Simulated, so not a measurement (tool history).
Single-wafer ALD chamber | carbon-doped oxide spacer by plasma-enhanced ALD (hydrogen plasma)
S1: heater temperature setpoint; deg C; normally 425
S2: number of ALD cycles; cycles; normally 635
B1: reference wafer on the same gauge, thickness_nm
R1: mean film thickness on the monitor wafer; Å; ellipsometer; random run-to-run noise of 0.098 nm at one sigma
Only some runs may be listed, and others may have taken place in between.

{"run": 1, "day": 0.0, "S1": 430, "S2": 635, "B1": 33.657, "R1": 296.8}
{"run": 2, "day": 1.958, "S1": 430, "S2": 635, "B1": 33.645, "R1": 297.34}
{"run": 3, "day": 4.838, "S1": 418, "S2": 534, "B1": 33.692, "R1": 259.78}
{"run": 4, "day": 7.112, "S1": 418, "S2": 534, "B1": 33.654, "R1": 258.88}
{"day": 9.542, "done": "gauge calibrated"}
{"run": 5, "day": 10.508, "S1": 418, "S2": 534, "B1": 33.011, "R1": 254.46}
{"run": 6, "day": 12.312, "S1": 425, "S2": 731, "B1": 33.048, "R1": 340.85}
{"run": 7, "day": 14.042, "S1": 425, "S2": 731, "B1": 33.096, "R1": 341.99}
{"run": 8, "day": 17.404, "S1": 425, "S2": 731, "B1": 33.181, "R1": 341.62}
{"run": 9, "day": 19.392, "S1": 425, "S2": 635, "B1": 33.123, "R1": 295.18}
{"run": 10, "day": 22.625, "S1": 425, "S2": 635, "B1": 33.148, "R1": 298.35}
{"run": 11, "day": 24.725, "S1": 425, "S2": 635, "B1": 33.192, "R1": 296.7}
{"run": 12, "day": 27.812, "S1": 415, "S2": 635, "B1": 33.218, "R1": 307.29}
{"run": 13, "day": 32.142, "S1": 415, "S2": 635, "B1": 33.268, "R1": 306.89}
{"run": 14, "day": 33.829, "S1": 415, "S2": 635, "B1": 33.22, "R1": 305.89}
{"run": 15, "day": 37.629, "S1": 425, "S2": 635, "B1": 33.286, "R1": 296.06}
{"run": 16, "day": 41.046, "S1": 425, "S2": 635, "B1": 33.333, "R1": 298.51}
{"run": 17, "day": 44.058, "S1": 425, "S2": 635, "B1": 33.327, "R1": 299.42}
{"run": 18, "day": 47.058, "S1": 433, "S2": 635, "B1": 33.346, "R1": 290.53}
{"run": 19, "day": 48.879, "S1": 433, "S2": 635, "B1": 33.318, "R1": 292.48}
{"run": 20, "day": 53.238, "S1": 433, "S2": 635, "B1": 33.354, "R1": 289.99}
{"run": 21, "day": 55.075, "S1": 418, "S2": 607, "B1": 33.428, "R1": 294.14}
{"run": 22, "day": 57.525, "S1": 425, "S2": 731, "B1": 33.466, "R1": 347.22}
{"run": 23, "day": 61.308, "S1": 420, "S2": 599, "B1": 33.463, "R1": 287.47}
{"run": 24, "day": 64.554, "S1": 425, "S2": 691, "B1": 33.513, "R1": 325.88}
{"run": 25, "day": 66.233, "S1": 412, "S2": 635, "B1": 33.486, "R1": 312.43}
{"run": 26, "day": 70.604, "S1": 439, "S2": 760, "B1": 33.503, "R1": 343.15}
{"run": 27, "day": 72.379, "S1": 439, "S2": 603, "B1": 33.561, "R1": 272.0}
{"run": 28, "day": 74.825, "S1": 425, "S2": 737, "B1": 33.545, "R1": 348.01}
{"run": 29, "day": 77.729, "S1": 439, "S2": 635, "B1": 33.609, "R1": 287.63}
{"run": 30, "day": 80.683, "S1": 411, "S2": 568, "B1": 33.693, "R1": 281.16}
{"run": 31, "day": 82.575, "S1": 437, "S2": 564, "B1": 33.638, "R1": 257.3}
{"run": 32, "day": 84.95, "S1": 440, "S2": 537, "B1": 33.7, "R1": 241.86}
{"run": 33, "day": 87.496, "S1": 435, "S2": 635, "B1": 33.673, "R1": 291.6}
{"day": 89.892, "done": "thermocouple changed; heater temperature recalibrated"}
{"day": 98.488, "done": "gauge calibrated"}
{"run": 34, "day": 98.808, "S1": 414, "S2": 746, "B1": 33.203, "R1": 360.43}
{"run": 35, "day": 102.392, "S1": 431, "S2": 741, "B1": 33.177, "R1": 338.66}
{"run": 36, "day": 104.358, "S1": 415, "S2": 550, "B1": 33.198, "R1": 266.55}
{"run": 37, "day": 108.433, "S1": 425, "S2": 560, "B1": 33.206, "R1": 262.11}
{"run": 38, "day": 110.812, "S1": 438, "S2": 721, "B1": 33.252, "R1": 322.03}
{"run": 39, "day": 112.958, "S1": 433, "S2": 635, "B1": 33.252, "R1": 289.67}
{"run": 40, "day": 117.3, "S1": 425, "S2": 635, "B1": 33.294, "R1": 297.24}
{"run": 41, "day": 120.292, "S1": 436, "S2": 745, "B1": 33.295, "R1": 337.76}
{"run": 42, "day": 124.183, "S1": 418, "S2": 607, "B1": 33.363, "R1": 291.76}
{"run": 43, "day": 128.638, "S1": 425, "S2": 522, "B1": 33.399, "R1": 246.14}
{"run": 44, "day": 132.812, "S1": 425, "S2": 749, "B1": 33.413, "R1": 352.71}
{"run": 45, "day": 136.875, "S1": 418, "S2": 607, "B1": 33.455, "R1": 292.58}

Branching from run 45: 5 alternative next runs. What would each branch give?
{"run": "A", "day": 136.933, "S1": 438, "S2": 635, "B1": "?", "R1": "?"}
{"run": "B", "day": 136.933, "S1": 436, "S2": 719, "B1": "?", "R1": "?"}
{"run": "C", "day": 136.933, "S1": 436, "S2": 673, "B1": "?", "R1": "?"}
{"run": "D", "day": 136.933, "S1": 410, "S2": 691, "B1": "?", "R1": "?"}
{"run": "E", "day": 136.933, "S1": 414, "S2": 668, "B1": "?", "R1": "?"}

run=A B1=33.495 R1=286.55
run=B B1=33.495 R1=326.70
run=C B1=33.495 R1=305.80
run=D B1=33.495 R1=341.96
run=E B1=33.495 R1=326.42
With the hidden condition removed and each run's random variation left untouched, the same runs would have given:
run=A R1=282.70
run=B R1=322.30
run=C R1=301.68
run=D R1=337.36
run=E R1=322.03
